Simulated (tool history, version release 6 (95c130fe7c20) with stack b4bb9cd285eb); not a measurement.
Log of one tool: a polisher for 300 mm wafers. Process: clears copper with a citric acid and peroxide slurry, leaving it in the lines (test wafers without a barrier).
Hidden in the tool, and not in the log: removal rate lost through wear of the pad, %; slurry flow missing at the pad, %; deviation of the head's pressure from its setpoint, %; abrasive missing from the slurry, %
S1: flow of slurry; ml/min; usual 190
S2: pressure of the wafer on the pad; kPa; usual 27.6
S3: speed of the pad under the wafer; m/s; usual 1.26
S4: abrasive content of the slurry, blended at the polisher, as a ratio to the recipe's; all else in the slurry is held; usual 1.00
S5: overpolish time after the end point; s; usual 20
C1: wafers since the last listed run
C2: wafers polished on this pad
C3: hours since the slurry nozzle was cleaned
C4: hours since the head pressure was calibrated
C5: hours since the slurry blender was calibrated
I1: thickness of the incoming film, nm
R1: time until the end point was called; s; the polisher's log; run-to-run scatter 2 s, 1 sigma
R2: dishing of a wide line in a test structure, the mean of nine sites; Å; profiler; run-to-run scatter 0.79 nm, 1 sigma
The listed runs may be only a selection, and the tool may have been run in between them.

run    hour   S1    S2    S3    S4  S5   C1    C2     C3      C4     C5     I1     R1   R2
  1     0.0  190  27.6  1.26  1.00  20    0   887  453.8   358.8  380.4  424.4  105.8  598
       18.8  -- slurry blender recalibrated
  2    61.6  190  27.6  1.26  1.00  15  327  1215  515.4   420.4   42.8  429.8  101.3  475
      101.3  -- worn pad replaced by a new one
  3   131.2  190  27.6  1.26  1.00  15  360   164  585.0   490.0  112.4  434.7  106.1  469
  4   157.4  190  27.6  1.26  1.00  20  144   308  611.2   516.2  138.6  424.7   99.2  588
  5   186.9  190  27.6  1.26  1.00  20  162   471  640.7   545.7  168.1  422.9   99.1  598
  6   220.5  190  27.6  1.26  1.00  20  184   656  674.3   579.3  201.7  426.5  105.4  586
      224.0  -- slurry nozzle cleaned
  7   292.4  190  27.6  1.26  1.00  20  390  1046   68.4   651.2  273.6  433.0  101.0  598
  8   329.0  190  27.6  1.26  1.00  20  201  1247  105.0   687.8  310.2  431.1  107.9  605
      360.6  -- worn pad replaced by a new one
  9   398.1  220  27.6  1.26  1.00  20  358   206  174.1   756.9  379.3  437.2  103.8  598
      465.1  -- slurry blender recalibrated
 10   469.5  190  27.6  1.26  0.80  20  381   588  245.5   828.3    4.4  436.9  112.3  555
 11   503.2  190  27.6  1.26  1.00  20  185   773  279.2   862.0   38.1  424.6  109.0  570
 12   547.1  190  27.6  0.98  1.00  20  241  1015  323.1   905.9   82.0  426.8  141.5  464
 13   605.3  190  27.6  0.98  1.00  20  320  1335  381.3   964.1  140.2  428.3  142.4  459
      627.3  -- worn pad replaced by a new one
 14   636.0  190  27.6  1.26  1.00  20  146    48  412.0   994.8  170.9  429.6  114.1  557
      663.3  -- slurry blender recalibrated, repeated, since the last time left the tool worse
 15   676.7  230  23.4  1.02  1.00  20  212   261  452.7  1035.5   13.4  424.1  141.0  463
 16   720.9  210  20.0  1.26  1.00  20  243   504  496.9  1079.7   57.6  430.9  134.7  464
      770.0  -- head pressure recalibrated
 17   790.5  190  27.6  1.26  1.00  20  371   876  566.5    20.5  127.2  426.3  101.6  594
 18   859.0  190  27.6  1.44  0.80  20  376  1253  635.0    89.0  195.7  431.6   92.1  628
      877.6  -- slurry nozzle cleaned
      915.0  -- worn pad replaced by a new one
 19   918.9  210  18.6  1.26  1.00  12  302    21   41.3   148.9  255.6  432.4  151.4  277
 20   972.5  190  27.6  1.26  1.00  20  294   316   94.9   202.5  309.2  434.2  106.0  605
     1024.3  -- slurry blender recalibrated
 21  1034.0  190  27.6  1.26  0.75  20  327   643  156.4   264.0    9.7  433.1  109.6  573
 22  1076.0  190  27.6  1.26  0.90  20  231   874  198.4   306.0   51.7  429.3  106.2  600
 23  1138.4  190  27.6  1.26  1.00  20  343  1218  260.8   368.4  114.1  427.3  102.3  603
 24  1174.2  225  27.6  1.26  1.00  20  197  1415  296.6   404.2  149.9  431.1  100.9  592
     1197.7  -- worn pad replaced by a new one
 25  1230.8  240  27.6  1.26  1.20  20  289   182  353.2   460.8  206.5  433.4   96.4  618
 26  1264.6  190  27.6  1.26  1.00  20  185   368  387.0   494.6  240.3  432.7  107.1  610
 27  1306.3  190  27.6  1.26  1.00  20  229   597  428.7   536.3  282.0  421.7  103.4  597
 28  1330.4  190  33.8  1.02  1.00  20  132   730  452.8   560.4  306.1  425.0  105.4  591
     1359.1  -- slurry blender recalibrated
 29  1388.1  130  27.6  1.26  0.80  12  306  1036  510.5   618.1   29.0  432.4  115.3  352

Each row is a separate what-if for the run after 29, all from the same tool condition, not one after another. Results?
  A  1388.6  190  27.6  1.26  1.00  20   2  1039  511.0  618.6  29.5  426.9   ?   ?
  B  1388.6  135  27.6  1.26  1.00  28   2  1039  511.0  618.6  29.5  426.9   ?   ?
  C  1388.6  190  27.6  1.26  1.10  20   2  1039  511.0  618.6  29.5  426.9   ?   ?

run     R1   R2
  A  101.9  608
  B  108.7  741
  C  100.4  615
Without the tool's hidden state the same runs would have given:
run     R1   R2
  A  100.9  613
  B  107.6  747
  C   99.4  620

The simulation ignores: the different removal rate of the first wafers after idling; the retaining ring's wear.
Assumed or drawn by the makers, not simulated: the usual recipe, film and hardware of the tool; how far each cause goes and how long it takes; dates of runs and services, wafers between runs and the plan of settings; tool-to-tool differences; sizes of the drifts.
